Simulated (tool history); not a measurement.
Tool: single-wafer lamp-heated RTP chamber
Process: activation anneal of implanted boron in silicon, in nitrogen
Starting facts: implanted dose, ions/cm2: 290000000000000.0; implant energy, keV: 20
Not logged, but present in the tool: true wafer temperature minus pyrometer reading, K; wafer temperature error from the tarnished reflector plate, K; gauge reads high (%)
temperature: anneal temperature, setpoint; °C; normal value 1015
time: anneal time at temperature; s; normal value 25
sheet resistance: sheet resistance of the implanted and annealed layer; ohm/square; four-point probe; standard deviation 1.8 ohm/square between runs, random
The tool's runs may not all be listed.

run	hour	temperature	time	wafers since the last listed run	wafers since the last pyrometer calibration	wafers since the reflector plate was cleaned	hours since the gauge calibration	read-back reference wafer on the same gauge, sheet resistance	sheet resistance
1	0	1015	25	0	1748	1193	1445.7	319.06	348.17
2	67.2	1015	18	711	2459	1904	1512.9	318.53	345.9
3	119	1015	18	548	3008	2452	1564.7	318.53	350.66
4	251.1	1015	18	1397	4406	3850	1696.8	317.7	348.77
5	318.5	1015	25	713	5119	4564	1764.2	317.29	350.21
6	382	1015	25	672	5791	5236	1827.7	317.26	348.95
# hour 508.8: reflector plate cleaned
# hour 569.2: pyrometer window cleaned and pyrometer calibrated
7	667.3	1015	25	2849	1037	1592	2113	315.2	345.08
8	715.3	1015	25	507	1545	2100	2161	314.77	345.86
9	806.9	1015	25	969	2515	3069	2252.6	313.9	343.92
10	894.3	994	30	924	3440	3994	2340	314.03	349.99
11	962.6	996	25	722	4163	4717	2408.3	313.57	347
12	1046.2	996	25	884	5047	5602	2491.9	313.41	347.02
# hour 1090.1: reflector plate cleaned
13	1135.1	996	25	856	5903	476	2580.8	312.5	345.95
14	1191	1015	25	591	6495	1068	2636.7	311.9	341.13
15	1240	1015	25	518	7014	1586	2685.7	312.5	341.74
16	1294.4	1015	25	575	7589	2162	2740.1	312.18	338.3
# hour 1308.8: pyrometer window cleaned and pyrometer calibrated
17	1351.1	1015	25	515	447	2677	2796.8	311.35	340.11
18	1401.1	995	29	529	976	3207	2846.8	311.16	346.18
# hour 1444: gauge calibrated
19	1455.9	986	31	579	1556	3787	11.9	326.15	368.42
20	1558.9	1023	20	1090	2646	4877	114.9	325.73	353.17
# hour 1733.4: reflector plate cleaned
21	1882.8	1026	25	3343	5989	1581	438.8	323.91	350.96
# hour 1915.3: pyrometer window cleaned and pyrometer calibrated
22	1934.7	1042	18	464	205	2045	490.7	323.98	352.02
23	1998.9	986	32	679	884	2725	554.9	323.01	360.19
24	2072.4	1028	18	777	1662	3503	628.4	322.8	352
25	2177.6	1015	25	1113	2775	4616	733.6	321.91	350.17
26	2238.5	998	16	644	3420	5260	794.5	321.63	357.1
27	2285.8	1005	25	500	3920	5761	841.8	321.36	351.19
# hour 2347.7: reflector plate cleaned
28	2348.2	1005	19	575	4496	5	904.2	321.11	355.13
29	2404.6	994	29	596	5093	601	960.6	320.38	359.21
30	2506.5	1035	21	1078	6171	1680	1062.5	320.58	347.88
# hour 2531: pyrometer window cleaned and pyrometer calibrated
31	2586	1015	25	756	581	2436	1142	319.32	347.99
32	2634.9	1040	35	517	1099	2954	1190.9	319.03	348.13
33	2714.6	1015	25	843	1942	3797	1270.6	318.92	348.94
34	2802.1	1041	14	925	2868	4723	1358.1	318.63	344.18
# hour 2884.3: reflector plate cleaned
35	2893.5	1015	25	882	3751	96	1449.5	318.02	347.04

The tool's hidden state at each run:
true wafer temperature minus pyrometer reading, K: 0 on each run
wafer temperature error from the tarnished reflector plate, K: 0 on each run
H1: gauge reads high (%)
run	H1
1	-2.7
2	-2.82
3	-2.91
4	-3.14
5	-3.25
6	-3.37
7	-3.86
8	-3.94
9	-4.1
10	-4.25
11	-4.37
12	-4.52
13	-4.67
14	-4.77
15	-4.85
16	-4.95
17	-5.05
18	-5.13
19	-0.563
20	-0.742
21	-1.3
22	-1.39
23	-1.51
24	-1.63
25	-1.82
26	-1.92
27	-2
28	-2.11
29	-2.21
30	-2.39
31	-2.53
32	-2.61
33	-2.75
34	-2.9
35	-3.06
